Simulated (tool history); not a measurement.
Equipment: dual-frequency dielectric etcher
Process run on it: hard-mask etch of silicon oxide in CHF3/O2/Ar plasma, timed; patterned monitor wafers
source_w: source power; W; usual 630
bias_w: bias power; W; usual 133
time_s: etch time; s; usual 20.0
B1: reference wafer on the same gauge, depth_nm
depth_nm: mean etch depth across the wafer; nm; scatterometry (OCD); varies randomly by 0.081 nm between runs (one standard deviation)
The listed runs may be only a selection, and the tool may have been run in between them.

Run 1, hour 0.0: usual settings; B1 33.28. Result: depth_nm 35.33 nm.
Run 2, hour 62.8: usual settings but source_w 590 W; B1 33.29. Result: depth_nm 35.02 nm.
At hour 95.7: wet clean of the chamber.
Run 3, hour 283.0: usual settings but source_w 590 W; B1 33.30. Result: depth_nm 35.00 nm.
Run 4, hour 333.0: usual settings but source_w 690 W; B1 33.31. Result: depth_nm 36.47 nm.
Run 5, hour 391.5: usual settings but source_w 690 W; B1 33.29. Result: depth_nm 36.39 nm.
Run 6, hour 477.6: usual settings but source_w 690 W; B1 33.29. Result: depth_nm 36.44 nm.
Run 7, hour 573.3: usual settings; B1 33.29. Result: depth_nm 35.44 nm.
At hour 622.7: wet clean of the chamber.
Run 8, hour 623.2: usual settings; B1 33.30. Result: depth_nm 35.51 nm.
Run 9, hour 713.6: usual settings but source_w 740 W; B1 33.30. Result: depth_nm 37.21 nm.
Run 10, hour 819.2: usual settings but source_w 740 W; B1 33.31. Result: depth_nm 37.04 nm.
At hour 883.3: gauge calibrated.
Run 11, hour 908.1: usual settings; B1 33.30. Result: depth_nm 35.41 nm.
Run 12, hour 966.7: usual settings; B1 33.31. Result: depth_nm 35.53 nm.
Run 13, hour 1038.0: usual settings but source_w 560 W, bias_w 155 W; B1 33.30. Result: depth_nm 37.26 nm.
At hour 1114.8: wet clean of the chamber.
Run 14, hour 1116.6: usual settings but source_w 580 W; B1 33.30. Result: depth_nm 34.84 nm.
Run 15, hour 1199.1: usual settings but source_w 700 W, time_s 17.5 s; B1 33.29. Result: depth_nm 32.07 nm.
Run 16, hour 1274.7: usual settings but source_w 480 W, bias_w 102 W; B1 33.30. Result: depth_nm 28.87 nm.
At hour 1329.1: source power generator calibrated.
Run 17, hour 1346.2: usual settings; B1 33.29. Result: depth_nm 35.60 nm.
At hour 1432.5: bias power generator calibrated.
Run 18, hour 1447.1: usual settings but source_w 720 W, time_s 24.0 s; B1 33.29. Result: depth_nm 44.30 nm.
Run 19, hour 1513.1: usual settings but source_w 730 W, bias_w 145 W, time_s 17.5 s; B1 33.28. Result: depth_nm 33.75 nm.
Run 20, hour 1573.1: usual settings; B1 33.28. Result: depth_nm 35.60 nm.
At hour 1607.3: wet clean of the chamber.
Run 21, hour 1670.4: usual settings but bias_w 155 W, time_s 22.0 s; B1 33.29. Result: depth_nm 42.10 nm.
At hour 1761.5: upper electrode replaced.
Run 22, hour 1771.4: usual settings but source_w 700 W, time_s 17.5 s; B1 33.28. Result: depth_nm 31.93 nm.
Run 23, hour 1870.9: usual settings; B1 33.29. Result: depth_nm 35.60 nm.
Run 24, hour 1928.1: usual settings but bias_w 146 W; B1 33.29. Result: depth_nm 37.26 nm.
Run 25, hour 2013.8: usual settings; B1 33.31. Result: depth_nm 35.47 nm.
Run 26, hour 2071.5: usual settings but source_w 530 W, bias_w 148 W; B1 33.31. Result: depth_nm 35.91 nm.
At hour 2152.4: wet clean of the chamber.
Run 27, hour 2152.9: usual settings but bias_w 160 W, time_s 24.5 s; B1 33.30. Result: depth_nm 47.61 nm.
Run 28, hour 2249.7: usual settings but time_s 25.0 s; B1 33.31. Result: depth_nm 44.53 nm.
Run 29, hour 2286.7: usual settings but source_w 570 W; B1 33.30. Result: depth_nm 34.63 nm.

What if the next run were any one of these 5? Each begins from the tool's condition after run 29:
Run A, hour 2287.1: usual settings but time_s 14.0 s; B1 ?. Result: depth_nm ?.
Run B, hour 2287.1: usual settings but source_w 490 W, bias_w 162 W; B1 ?. Result: depth_nm ?.
Run C, hour 2287.1: usual settings but source_w 760 W; B1 ?. Result: depth_nm ?.
Run D, hour 2287.1: usual settings but source_w 520 W; B1 ?. Result: depth_nm ?.
Run E, hour 2287.1: usual settings but bias_w 103 W, time_s 17.5 s; B1 ?. Result: depth_nm ?.

run     B1  depth_nm
  A  33.29     24.88
  B  33.29     36.86
  C  33.29     37.36
  D  33.29     33.88
  E  33.29     27.23
With the hidden condition removed and each run's random variation left untouched, the same runs would have given:
run  depth_nm
  A     24.88
  B     36.86
  C     37.36
  D     33.88
  E     27.23
